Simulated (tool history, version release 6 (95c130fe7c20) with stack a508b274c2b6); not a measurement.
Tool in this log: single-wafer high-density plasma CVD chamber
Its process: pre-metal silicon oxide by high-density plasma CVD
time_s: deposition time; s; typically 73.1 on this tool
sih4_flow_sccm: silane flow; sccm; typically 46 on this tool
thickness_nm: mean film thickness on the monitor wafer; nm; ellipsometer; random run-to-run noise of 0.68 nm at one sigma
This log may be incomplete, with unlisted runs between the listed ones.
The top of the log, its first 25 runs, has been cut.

run	hour	time_s	sih4_flow_sccm	read-back reference wafer on the same gauge, thickness_nm	thickness_nm
26	1847.5	64.1	53	307.933	296.301
27	1937.3	73.1	48	308.27	317.498
28	1998.1	62.6	48	307.873	270.233
29	2036.6	64.7	42	307.879	255.654
30	2076.8	62.6	48	307.824	270.048
31	2136.9	73.1	46	308.054	307.126
32	2331	73.1	49	308.017	319.312
33	2383.4	59.6	42	308.201	235.307
34	2423.4	78.9	46	308.279	329.828

Consider 4 possible next runs. They are alternatives, not a sequence: every one starts from the tool as it was left by run 34. What does each give?
A	2423.8	73.1	41	?	?
B	2423.8	58.7	54	?	?
C	2423.8	73.1	44	?	?
D	2423.8	68.8	50	?	?

run	read-back reference wafer on the same gauge, thickness_nm	thickness_nm
A	307.995	283.996
B	307.995	273.455
C	307.995	297.044
D	307.995	304.132
With the hidden condition removed and each run's random variation left untouched, the same runs would have given:
run	thickness_nm
A	288.197
B	277.5
C	301.438
D	308.631
